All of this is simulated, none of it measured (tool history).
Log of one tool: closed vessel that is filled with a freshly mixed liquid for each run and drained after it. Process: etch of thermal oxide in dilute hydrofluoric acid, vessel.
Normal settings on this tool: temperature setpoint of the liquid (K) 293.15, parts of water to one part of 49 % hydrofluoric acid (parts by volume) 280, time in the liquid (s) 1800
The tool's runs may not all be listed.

run,hour,temperature setpoint of the liquid (K),parts of water to one part of 49 % hydrofluoric acid (parts by volume),time in the liquid (s),wafers since the last listed run,hours since the thermometer was replaced,hours since the hydrofluoric acid flow meter was replaced,hours since the gauge calibration,"read-back film thickness of the thermal oxide reference wafer, read on the same gauge (nm)",thickness taken off the thermal oxide on a monitor wafer (Å)
1,0.0,293.15,190,1800,0,857.4,1736.7,766.1,30.00,312.2
# hour 68.8: hydrofluoric acid flow meter replaced
2,72.4,293.15,190,1800,3747,929.8,3.6,838.5,30.01,328.8
3,140.1,293.15,190,1800,3553,997.5,71.3,906.2,30.00,332.1
4,177.9,293.15,280,1800,1984,1035.3,109.1,944.0,29.99,203.8
5,243.7,293.15,280,1800,3453,1101.1,174.9,1009.8,30.00,204.9
6,291.7,293.15,280,1800,2519,1149.1,222.9,1057.8,30.00,205.3
7,329.2,293.15,280,1800,1968,1186.6,260.4,1095.3,29.99,205.9
8,434.1,293.15,280,2630,5505,1291.5,365.3,1200.2,29.98,298.2
9,482.2,293.15,280,1800,2524,1339.6,413.4,1248.3,30.02,202.1
10,552.2,293.15,280,1800,3674,1409.6,483.4,1318.3,29.99,200.8
11,595.9,293.15,280,1800,2293,1453.3,527.1,1362.0,30.00,203.2
12,654.9,293.15,280,1800,3096,1512.3,586.1,1421.0,29.98,201.8
13,755.3,293.15,280,1800,5269,1612.7,686.5,1521.4,29.98,201.1
# hour 890.0: thermometer replaced
14,975.1,293.15,280,1800,11484,85.1,906.3,1741.2,30.01,200.1
15,1018.9,293.15,280,1800,2298,128.9,950.1,1785.0,29.99,200.5
16,1112.5,293.15,280,1800,4912,222.5,1043.7,1878.6,30.00,198.4
17,1210.5,290.15,370,2390,5143,320.5,1141.7,1976.6,30.00,164.8
18,1310.6,294.65,335,2370,5254,420.6,1241.8,2076.7,30.01,218.1
19,1354.4,293.15,280,1800,2298,464.4,1285.6,2120.5,29.99,198.8
# hour 1416.9: gauge calibrated
20,1452.2,294.65,335,1405,5133,562.2,1383.4,35.3,30.00,129.2
21,1525.0,296.65,405,1800,3821,635.0,1456.2,108.1,30.01,136.7
22,1600.0,293.15,280,1800,3936,710.0,1531.2,183.1,30.00,195.4
23,1693.8,291.15,280,975,4923,803.8,1625.0,276.9,29.99,97.2
# hour 1710.0: hydrofluoric acid flow meter replaced
24,1738.6,293.15,280,1800,2298,848.6,28.6,321.7,29.99,207.0
25,1812.1,290.15,280,2270,3857,922.1,102.1,395.2,30.00,232.5
26,1870.2,293.15,195,1800,3049,980.2,160.2,453.3,30.00,321.4
27,1951.1,297.65,420,1510,4246,1061.1,241.1,534.2,30.01,117.7
28,2018.8,290.15,335,2605,3553,1128.8,308.8,601.9,30.00,210.5
29,2109.3,294.65,280,1800,4750,1219.3,399.3,692.4,29.99,216.4
30,2175.3,295.15,330,2265,3464,1285.3,465.3,758.4,30.00,223.7

3 options for the next run, each taken on its own from the tool as it stands now. Forecast them:
A,2176.5,290.15,280,1800,62,1286.5,466.5,759.6,?,?
B,2176.5,290.15,280,850,62,1286.5,466.5,759.6,?,?
C,2176.5,290.65,280,2290,62,1286.5,466.5,759.6,?,?

run,"read-back film thickness of the thermal oxide reference wafer, read on the same gauge (nm)",thickness taken off the thermal oxide on a monitor wafer (Å)
A,29.99,182.0
B,29.99,85.9
C,29.99,236.0
Had the tool no hidden state, the same runs would have come out as:
run,thickness taken off the thermal oxide on a monitor wafer (Å)
A,185.4
B,87.6
C,240.5
